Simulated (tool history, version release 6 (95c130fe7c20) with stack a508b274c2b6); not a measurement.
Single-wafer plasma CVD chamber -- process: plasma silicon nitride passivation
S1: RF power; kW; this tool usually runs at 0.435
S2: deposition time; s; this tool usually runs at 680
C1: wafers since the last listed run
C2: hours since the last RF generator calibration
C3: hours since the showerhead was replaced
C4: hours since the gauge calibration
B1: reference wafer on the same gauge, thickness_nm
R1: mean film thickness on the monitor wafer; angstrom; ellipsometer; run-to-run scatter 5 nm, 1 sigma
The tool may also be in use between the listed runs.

run 1 day=0.000 | S1=0.435 S2=583 | C1=0 C2=921.2 C3=5023.6 C4=919.3 | B1=1119.706 | R1=9216.99
run 2 day=2.038 | S1=0.435 S2=583 | C1=126 C2=970.1 C3=5072.5 C4=968.2 | B1=1119.014 | R1=9251.92
run 3 day=6.079 | S1=0.455 S2=680 | C1=251 C2=1067.1 C3=5169.5 C4=1065.2 | B1=1120.365 | R1=10926.44
run 4 day=11.417 | S1=0.455 S2=680 | C1=332 C2=1195.2 C3=5297.6 C4=1193.3 | B1=1118.947 | R1=10861.70
run 5 day=14.758 | S1=0.455 S2=680 | C1=208 C2=1275.4 C3=5377.8 C4=1273.5 | B1=1120.612 | R1=10878.12
run 6 day=17.317 | S1=0.435 S2=733 | C1=159 C2=1336.8 C3=5439.2 C4=1334.9 | B1=1119.522 | R1=11619.69
run 7 day=20.175 | S1=0.435 S2=733 | C1=177 C2=1405.4 C3=5507.8 C4=1403.5 | B1=1119.760 | R1=11569.58
run 8 day=23.421 | S1=0.435 S2=733 | C1=202 C2=1483.3 C3=5585.7 C4=1481.4 | B1=1121.413 | R1=11681.66
run 9 day=26.208 | S1=0.435 S2=680 | C1=173 C2=1550.2 C3=5652.6 C4=1548.3 | B1=1120.239 | R1=10757.90
run 10 day=28.792 | S1=0.435 S2=779 | C1=160 C2=1612.2 C3=5714.6 C4=1610.3 | B1=1120.379 | R1=12358.84
run 11 day=31.767 | S1=0.435 S2=680 | C1=185 C2=1683.6 C3=5786.0 C4=1681.7 | B1=1119.827 | R1=10765.62
run 12 day=33.938 | S1=0.435 S2=680 | C1=135 C2=1735.7 C3=5838.1 C4=1733.8 | B1=1120.318 | R1=10858.11
run 13 day=35.492 | S1=0.435 S2=680 | C1=96 C2=1773.0 C3=5875.4 C4=1771.1 | B1=1120.660 | R1=10709.27
run 14 day=39.083 | S1=0.435 S2=680 | C1=223 C2=1859.2 C3=5961.6 C4=1857.3 | B1=1119.246 | R1=10714.10
run 15 day=41.346 | S1=0.435 S2=607 | C1=140 C2=1913.5 C3=6015.9 C4=1911.6 | B1=1120.088 | R1=9594.83
-- day=42.529 RF generator calibrated
run 16 day=45.200 | S1=0.435 S2=607 | C1=219 C2=64.1 C3=6108.4 C4=2004.1 | B1=1119.577 | R1=9516.23
run 17 day=48.567 | S1=0.435 S2=607 | C1=209 C2=144.9 C3=6189.2 C4=2084.9 | B1=1118.760 | R1=9460.90
run 18 day=51.942 | S1=0.435 S2=680 | C1=210 C2=225.9 C3=6270.2 C4=2165.9 | B1=1120.239 | R1=10654.38
run 19 day=55.962 | S1=0.370 S2=680 | C1=250 C2=322.4 C3=6366.7 C4=2262.4 | B1=1118.924 | R1=10154.33
run 20 day=59.846 | S1=0.370 S2=680 | C1=241 C2=415.6 C3=6459.9 C4=2355.6 | B1=1120.308 | R1=10092.06
run 21 day=61.642 | S1=0.370 S2=680 | C1=111 C2=458.7 C3=6503.0 C4=2398.7 | B1=1119.914 | R1=10137.03
run 22 day=65.704 | S1=0.485 S2=784 | C1=252 C2=556.2 C3=6600.5 C4=2496.2 | B1=1119.943 | R1=12627.29
run 23 day=70.154 | S1=0.435 S2=680 | C1=277 C2=663.0 C3=6707.3 C4=2603.0 | B1=1120.540 | R1=10592.74
-- day=73.975 RF generator calibrated, repeated, since the last time left the tool worse
run 24 day=73.996 | S1=0.435 S2=680 | C1=218 C2=0.5 C3=6799.5 C4=2695.2 | B1=1118.877 | R1=10896.33
run 25 day=76.858 | S1=0.360 S2=551 | C1=178 C2=69.2 C3=6868.2 C4=2763.9 | B1=1120.157 | R1=8355.79
run 26 day=79.342 | S1=0.505 S2=680 | C1=154 C2=128.8 C3=6927.8 C4=2823.5 | B1=1121.481 | R1=11319.13
run 27 day=82.375 | S1=0.405 S2=680 | C1=188 C2=201.6 C3=7000.6 C4=2896.3 | B1=1119.778 | R1=10666.63
run 28 day=86.783 | S1=0.435 S2=680 | C1=274 C2=307.4 C3=7106.4 C4=3002.1 | B1=1121.838 | R1=10848.26
run 29 day=89.454 | S1=0.515 S2=680 | C1=166 C2=371.5 C3=7170.5 C4=3066.2 | B1=1121.676 | R1=11249.58
run 30 day=92.292 | S1=0.405 S2=755 | C1=176 C2=439.6 C3=7238.6 C4=3134.3 | B1=1119.519 | R1=11773.63
run 31 day=96.388 | S1=0.355 S2=588 | C1=255 C2=537.9 C3=7336.9 C4=3232.6 | B1=1119.226 | R1=8803.11
run 32 day=98.946 | S1=0.355 S2=815 | C1=159 C2=599.3 C3=7398.3 C4=3294.0 | B1=1119.339 | R1=12150.02
-- day=102.054 gauge calibrated
run 33 day=102.500 | S1=0.435 S2=680 | C1=221 C2=684.6 C3=7483.6 C4=10.7 | B1=1120.676 | R1=10767.54
-- day=104.038 showerhead replaced
run 34 day=105.650 | S1=0.500 S2=775 | C1=175 C2=760.2 C3=38.7 C4=86.3 | B1=1119.429 | R1=12759.24
run 35 day=108.683 | S1=0.500 S2=680 | C1=188 C2=833.0 C3=111.5 C4=159.1 | B1=1120.300 | R1=11216.02
run 36 day=110.200 | S1=0.435 S2=552 | C1=94 C2=869.4 C3=147.9 C4=195.5 | B1=1119.674 | R1=8755.62
run 37 day=113.246 | S1=0.480 S2=797 | C1=189 C2=942.5 C3=221.0 C4=268.6 | B1=1120.031 | R1=12909.48
run 38 day=115.112 | S1=0.495 S2=638 | C1=116 C2=987.3 C3=265.8 C4=313.4 | B1=1120.883 | R1=10487.86
run 39 day=116.967 | S1=0.495 S2=638 | C1=115 C2=1031.8 C3=310.3 C4=357.9 | B1=1120.256 | R1=10473.16
run 40 day=121.017 | S1=0.385 S2=808 | C1=252 C2=1129.0 C3=407.5 C4=455.1 | B1=1119.893 | R1=12416.90
run 41 day=123.933 | S1=0.500 S2=801 | C1=181 C2=1199.0 C3=477.5 C4=525.1 | B1=1121.215 | R1=13224.32
run 42 day=125.954 | S1=0.510 S2=607 | C1=125 C2=1247.5 C3=526.0 C4=573.6 | B1=1121.000 | R1=10073.68
run 43 day=130.083 | S1=0.475 S2=807 | C1=257 C2=1346.6 C3=625.1 C4=672.7 | B1=1119.250 | R1=13105.68
run 44 day=132.900 | S1=0.435 S2=680 | C1=175 C2=1414.2 C3=692.7 C4=740.3 | B1=1120.191 | R1=10802.34

For each run, what was the tool's unlogged condition?
gauge reads high (%): 0 across all the runs
H1: delivered RF power above the setpoint (%)
run=1 H1=-3.18
run=2 H1=-3.25
run=3 H1=-3.38
run=4 H1=-3.54
run=5 H1=-3.62
run=6 H1=-3.68
run=7 H1=-3.73
run=8 H1=-3.79
run=9 H1=-3.84
run=10 H1=-3.88
run=11 H1=-3.92
run=12 H1=-3.95
run=13 H1=-3.97
run=14 H1=-4.01
run=15 H1=-4.03
run=16 H1=-8.11
run=17 H1=-8.51
run=18 H1=-8.86
run=19 H1=-9.24
run=20 H1=-9.55
run=21 H1=-9.68
run=22 H1=-9.96
run=23 H1=-10.2
run=24 H1=-0.328
run=25 H1=-0.698
run=26 H1=-0.991
run=27 H1=-1.32
run=28 H1=-1.74
run=29 H1=-1.97
run=30 H1=-2.19
run=31 H1=-2.47
run=32 H1=-2.63
run=33 H1=-2.82
run=34 H1=-2.98
run=35 H1=-3.12
run=36 H1=-3.18
run=37 H1=-3.3
run=38 H1=-3.37
run=39 H1=-3.43
run=40 H1=-3.55
run=41 H1=-3.63
run=42 H1=-3.68
run=43 H1=-3.78
run=44 H1=-3.83
